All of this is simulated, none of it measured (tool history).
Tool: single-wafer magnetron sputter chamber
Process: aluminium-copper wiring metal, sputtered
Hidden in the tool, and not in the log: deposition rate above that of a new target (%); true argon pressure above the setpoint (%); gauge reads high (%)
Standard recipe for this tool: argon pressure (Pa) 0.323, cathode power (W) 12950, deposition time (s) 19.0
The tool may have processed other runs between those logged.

run,hour,argon pressure (Pa),cathode power (W),deposition time (s),wafers since the last listed run,wafers on the sputter target,hours since the last manometer calibration,hours since the magnet pack was replaced,hours since the gauge calibration,"read-back reference wafer on the same gauge, thickness_nm",mean film thickness on the monitor wafer (angstrom)
1,0.0,0.323,12950,19.0,0,5668,1177.2,9534.9,86.5,485.080,4690.71
# hour 12.4: sputter target and shields replaced
2,12.9,0.323,12950,19.0,115,11,1190.1,9547.8,99.4,484.709,4754.28
3,24.1,0.323,12950,19.0,264,275,1201.3,9559.0,110.6,485.211,4749.84
4,37.1,0.323,12950,19.0,306,581,1214.3,9572.0,123.6,485.014,4763.32
5,52.7,0.323,12950,19.0,367,949,1229.9,9587.6,139.2,485.086,4725.02
6,62.5,0.323,12950,19.0,231,1180,1239.7,9597.4,149.0,484.778,4775.02
7,79.1,0.323,12950,19.0,391,1572,1256.3,9614.0,165.6,484.954,4708.10
8,85.4,0.323,12950,19.0,148,1720,1262.6,9620.3,171.9,485.136,4759.24
9,94.6,0.323,12950,19.0,216,1937,1271.8,9629.5,181.1,485.130,4750.69
10,111.1,0.323,12950,19.0,389,2326,1288.3,9646.0,197.6,485.118,4709.57
11,126.7,0.323,12950,19.0,367,2694,1303.9,9661.6,213.2,484.525,4709.33
12,136.0,0.323,15250,19.0,219,2914,1313.2,9670.9,222.5,485.043,5553.08
13,150.8,0.418,12950,18.0,349,3263,1328.0,9685.7,237.3,485.169,4177.43
14,166.7,0.323,12950,19.0,374,3638,1343.9,9701.6,253.2,485.251,4707.95
15,178.8,0.323,12950,19.0,285,3923,1356.0,9713.7,265.3,485.538,4685.50
16,190.7,0.449,15400,16.2,280,4203,1367.9,9725.6,277.2,484.935,4376.02
17,200.9,0.242,12950,22.0,240,4444,1378.1,9735.8,287.4,484.923,5751.91
18,232.0,0.398,16150,15.7,733,5177,1409.2,9766.9,318.5,485.369,4618.69
# hour 235.7: gauge calibrated
19,256.1,0.323,11800,19.0,568,5746,1433.3,9791.0,20.4,485.286,4262.32
# hour 276.2: capacitance manometer re-zeroed and calibrated
20,278.6,0.222,15900,22.3,341,6088,2.4,9813.5,42.9,484.862,7243.82
# hour 298.1: sputter target and shields replaced
21,298.6,0.323,15350,17.5,282,12,22.4,9833.5,62.9,485.177,5224.05
22,307.4,0.323,12950,19.0,207,220,31.2,9842.3,71.7,485.164,4775.24
# hour 362.5: magnet pack replaced
23,363.0,0.411,15000,16.2,1122,1342,86.8,0.5,127.3,484.691,4388.52
24,365.7,0.388,12950,20.3,63,1406,89.5,3.2,130.0,484.923,4814.78
25,382.8,0.323,12950,19.0,403,1809,106.6,20.3,147.1,484.872,4715.82
26,398.2,0.362,12950,19.0,363,2172,122.0,35.7,162.5,485.202,4596.19
27,415.1,0.323,12950,19.0,398,2571,138.9,52.6,179.4,485.062,4717.38
28,429.9,0.323,11700,19.0,349,2920,153.7,67.4,194.2,485.042,4246.40
29,443.3,0.323,12950,19.0,315,3236,167.1,80.8,207.6,484.650,4698.56
30,460.3,0.410,11650,19.0,400,3637,184.1,97.8,224.6,485.080,3991.81
31,467.3,0.323,13900,19.0,165,3802,191.1,104.8,231.6,485.299,5041.00
32,478.7,0.407,12950,19.0,268,4070,202.5,116.2,243.0,484.981,4419.61
33,485.1,0.383,10050,22.1,150,4221,208.9,122.6,249.4,484.987,4050.57
34,497.3,0.201,12950,19.0,287,4509,221.1,134.8,261.6,485.009,5124.66

Consider 5 possible next runs. They are alternatives, not a sequence: every one starts from the tool as it was left by run 34. What does each give?
A,497.7,0.323,12950,19.0,9,4519,221.5,135.2,262.0,?,?
B,497.7,0.269,12950,20.9,9,4519,221.5,135.2,262.0,?,?
C,497.7,0.323,11950,16.2,9,4519,221.5,135.2,262.0,?,?
D,497.7,0.323,14400,22.0,9,4519,221.5,135.2,262.0,?,?
E,497.7,0.433,15900,15.5,9,4519,221.5,135.2,262.0,?,?

run,"read-back reference wafer on the same gauge, thickness_nm",mean film thickness on the monitor wafer (angstrom)
A,485.369,4692.71
B,485.369,5363.06
C,485.369,3692.19
D,485.369,6042.07
E,485.369,4355.59
Without the tool's unlogged condition, the same runs would have read:
run,mean film thickness on the monitor wafer (angstrom)
A,4766.35
B,5447.22
C,3750.12
D,6136.88
E,4423.94
